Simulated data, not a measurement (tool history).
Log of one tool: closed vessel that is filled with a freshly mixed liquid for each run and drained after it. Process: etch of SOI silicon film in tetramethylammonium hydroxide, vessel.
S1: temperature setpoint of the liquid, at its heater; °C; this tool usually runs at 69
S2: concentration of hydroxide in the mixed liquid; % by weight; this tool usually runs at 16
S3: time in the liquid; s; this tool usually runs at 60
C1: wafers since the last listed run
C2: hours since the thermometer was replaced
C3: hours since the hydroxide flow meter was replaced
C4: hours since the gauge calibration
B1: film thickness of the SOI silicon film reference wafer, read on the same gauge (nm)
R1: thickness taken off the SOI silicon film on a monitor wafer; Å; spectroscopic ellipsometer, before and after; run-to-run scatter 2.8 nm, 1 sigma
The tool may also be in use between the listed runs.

run	hour	S1	S2	S3	C1	C2	C3	C4	B1	R1
1	0	69	16	60	0	2141.2	294	1411.4	120	3158.4
2	102.6	63	14.5	60	15260	2243.8	396.6	1514	120.02	2242
# hour 104.8: thermometer replaced
3	192.8	63	14.5	60	13267	88	486.8	1604.2	119.97	2219.8
4	263.8	69	16	60	10560	159	557.8	1675.2	119.99	3054.2
5	337	69	16	60	10887	232.2	631	1748.4	120.01	3068.3
# hour 348.4: hydroxide flow meter replaced
6	441.6	69	16	60	15409	336.8	93.2	1853	120.02	3160.9
7	524.8	69	16	60	12375	420	176.4	1936.2	119.99	3179.8
8	621.7	69	16	60	14413	516.9	273.3	2033.1	119.99	3109.1
9	690	69	16	60	10159	585.2	341.6	2101.4	120.02	3149.5
# hour 767.5: gauge calibrated
10	793.5	69	16	60	15394	688.7	445.1	26	120.04	3097.3
11	871.5	69	16	60	11601	766.7	523.1	104	119.99	3103.7
12	960.8	69	19	60	13282	856	612.4	193.3	120.04	2861.1
# hour 968.9: hydroxide flow meter replaced
13	1038.7	69	16	60	11438	933.9	69.8	271.2	120.03	3165
14	1077	63.5	16	30	5696	972.2	108.1	309.5	119.99	1148
15	1157	69	16	60	11899	1052.2	188.1	389.5	120.01	3171
16	1253.7	72	20	85	14383	1148.9	284.8	486.2	119.97	4770.7
17	1355.4	69	14	60	15127	1250.6	386.5	587.9	120.03	3252.1
18	1419.1	63.5	20.5	45	9474	1314.3	450.2	651.6	120	1463.5
19	1476.8	74.5	16	70	8582	1372	507.9	709.3	120	4862.9
20	1576.3	66	12	60	14799	1471.5	607.4	808.8	119.98	2918.1
# hour 1614.5: hydroxide flow meter replaced
21	1671.6	72.5	11	60	14026	1566.8	57.1	904.1	120.01	4574.3
22	1777.4	71.5	19.5	30	15736	1672.6	162.9	1009.9	120.03	1680.2
23	1824.7	69	16	85	7035	1719.9	210.2	1057.2	119.99	4437.7
# hour 1834.8: thermometer replaced
24	1910.3	69	16	60	12583	75.5	295.8	1142.8	119.99	3146.4
25	2005	63	13	50	14085	170.2	390.5	1237.5	120.03	2001.9
26	2103.6	72.5	19.5	30	14666	268.8	489.1	1336.1	119.99	1726.9
27	2161.3	62	16	60	8582	326.5	546.8	1393.8	120.02	2024.6
28	2219.5	69	14.5	60	8656	384.7	605	1452	119.99	3224.8
29	2322.7	69	16	60	15350	487.9	708.2	1555.2	120	3099.6
30	2410.1	61.5	18	95	13000	575.3	795.6	1642.6	120.03	2915.9
# hour 2411.6: hydroxide flow meter replaced
31	2458.7	69	11.5	40	7080	623.9	47.1	1691.2	120.02	2456.9
32	2559.4	69	16	60	14978	724.6	147.8	1791.9	119.97	3177.5

5 options for the next run, each taken on its own from the tool as it stands now. Forecast them:
A	2560.1	69	16	60	104	725.3	148.5	1792.6	?	?
B	2560.1	73.5	13	70	104	725.3	148.5	1792.6	?	?
C	2560.1	63.5	18.5	80	104	725.3	148.5	1792.6	?	?
D	2560.1	69	14	35	104	725.3	148.5	1792.6	?	?
E	2560.1	69	16	45	104	725.3	148.5	1792.6	?	?

run	B1	R1
A	120.01	3147.7
B	120.01	5221.8
C	120.01	2846.6
D	120.01	1934.4
E	120.01	2360.7
Without the tool's unlogged condition, the same runs would have read:
run	R1
A	3188.2
B	5311.1
C	2891.5
D	1971.4
E	2391.1
